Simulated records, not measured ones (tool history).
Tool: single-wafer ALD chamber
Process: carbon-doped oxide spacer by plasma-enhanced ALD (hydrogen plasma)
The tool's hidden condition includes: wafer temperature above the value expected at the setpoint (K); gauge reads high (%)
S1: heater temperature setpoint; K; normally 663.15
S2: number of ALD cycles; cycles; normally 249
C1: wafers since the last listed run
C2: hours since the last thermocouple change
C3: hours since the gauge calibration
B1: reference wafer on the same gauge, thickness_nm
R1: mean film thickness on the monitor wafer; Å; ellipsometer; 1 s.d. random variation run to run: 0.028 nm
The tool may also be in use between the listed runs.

Run 1, day 0: usual settings; C1 0; C2 2456.9; C3 44.1; B1 9.906. Result: R1 113.26 Å.
Run 2, day 0.512: usual settings; C1 18; C2 2469.2; C3 56.4; B1 9.904. Result: R1 113.46 Å.
Run 3, day 1.083: usual settings; C1 20; C2 2482.9; C3 70.1; B1 9.896. Result: R1 113.6 Å.
Run 4, day 1.646: usual settings but S1 670.15 K; C1 20; C2 2496.4; C3 83.6; B1 9.907. Result: R1 113.34 Å.
Run 5, day 2.196: usual settings but S1 670.15 K; C1 19; C2 2509.6; C3 96.8; B1 9.896. Result: R1 113.55 Å.
Run 6, day 3.075: usual settings but S1 670.15 K; C1 31; C2 2530.7; C3 117.9; B1 9.9. Result: R1 113.38 Å.
Run 7, day 3.479: usual settings; C1 14; C2 2540.4; C3 127.6; B1 9.892. Result: R1 113.69 Å.
Run 8, day 3.992: usual settings; C1 18; C2 2552.7; C3 139.9; B1 9.889. Result: R1 113.58 Å.
Run 9, day 4.617: usual settings; C1 22; C2 2567.7; C3 154.9; B1 9.891. Result: R1 113.34 Å.
Run 10, day 4.925: usual settings but S2 265 cycles; C1 11; C2 2575.1; C3 162.3; B1 9.907. Result: R1 120.41 Å.
At day 5.717: gauge calibrated.
At day 6.121: thermocouple changed; heater temperature recalibrated.
Run 11, day 6.883: usual settings but S1 667.15 K; C1 58; C2 18.3; C3 28; B1 9.896. Result: R1 113.02 Å.
Run 12, day 7.462: usual settings but S1 655.15 K, S2 235 cycles; C1 20; C2 32.2; C3 41.9; B1 9.902. Result: R1 107.32 Å.
Run 13, day 8.012: usual settings but S1 649.15 K, S2 236 cycles; C1 19; C2 45.4; C3 55.1; B1 9.897. Result: R1 107.57 Å.
Run 14, day 8.671: usual settings but S2 202 cycles; C1 23; C2 61.2; C3 70.9; B1 9.899. Result: R1 92.02 Å.
Run 15, day 9.146: usual settings but S1 657.15 K; C1 17; C2 72.6; C3 82.3; B1 9.896. Result: R1 113.3 Å.
Run 16, day 9.829: usual settings but S1 658.15 K, S2 228 cycles; C1 24; C2 89; C3 98.7; B1 9.893. Result: R1 103.87 Å.
Run 17, day 10.488: usual settings; C1 23; C2 104.8; C3 114.5; B1 9.901. Result: R1 113.54 Å.
Run 18, day 10.967: usual settings but S1 669.15 K, S2 220 cycles; C1 17; C2 116.3; C3 126; B1 9.899. Result: R1 100.36 Å.
Run 19, day 11.696: usual settings; C1 26; C2 133.8; C3 143.5; B1 9.904. Result: R1 113.49 Å.
Run 20, day 12.4: usual settings but S1 654.15 K; C1 25; C2 150.7; C3 160.4; B1 9.905. Result: R1 114.05 Å.

List, for all runs, the conditions of the tool that the log does not record:
wafer temperature above the value expected at the setpoint (K): 0 on each run
gauge reads high (%): 0 on each run
